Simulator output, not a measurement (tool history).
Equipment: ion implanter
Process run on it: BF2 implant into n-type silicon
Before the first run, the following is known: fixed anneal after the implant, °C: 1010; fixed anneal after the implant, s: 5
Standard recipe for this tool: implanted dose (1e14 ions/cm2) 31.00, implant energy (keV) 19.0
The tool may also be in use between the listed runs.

run	hour	implanted dose (1e14 ions/cm2)	implant energy (keV)	read-back reference wafer on the same gauge, sheet resistance	sheet resistance of the implanted and annealed layer (ohm/square)
1	0.0	34.98	19.0	192.99	193.65
2	22.2	34.98	19.0	192.99	194.48
3	29.7	34.98	19.0	192.99	194.36
4	44.9	31.00	21.5	193.07	184.04
5	67.9	31.00	21.5	193.03	184.06
6	77.7	31.00	21.5	193.07	184.11
7	88.3	31.00	20.5	193.07	188.95
8	99.3	31.00	15.0	193.06	223.07
9	108.8	35.47	22.5	193.00	177.30
10	122.5	31.00	19.0	192.95	196.99
11	135.1	31.00	12.5	193.00	244.76
12	145.4	35.27	20.5	193.09	186.50
13	184.3	31.00	19.0	193.00	197.18
14	201.1	25.87	22.5	192.94	183.46

The log once held 4 entries between its listed runs, left out of this copy. Where does each go, and what is different about the tool's unlogged condition between the listed run before it and the listed run after it?
Logged between run 1 and run 2: gauge calibrated (hour 6.8)
  no hidden state differs between the two runs
Logged between run 4 and run 5: Faraday cup replaced and dose calibrated (hour 67.4)
  no hidden state differs between the two runs
Logged between run 5 and run 6: extraction supply calibrated (hour 77.2)
  no hidden state differs between the two runs
Logged between run 12 and run 13: gauge calibrated (hour 146.8)
  no hidden state differs between the two runs

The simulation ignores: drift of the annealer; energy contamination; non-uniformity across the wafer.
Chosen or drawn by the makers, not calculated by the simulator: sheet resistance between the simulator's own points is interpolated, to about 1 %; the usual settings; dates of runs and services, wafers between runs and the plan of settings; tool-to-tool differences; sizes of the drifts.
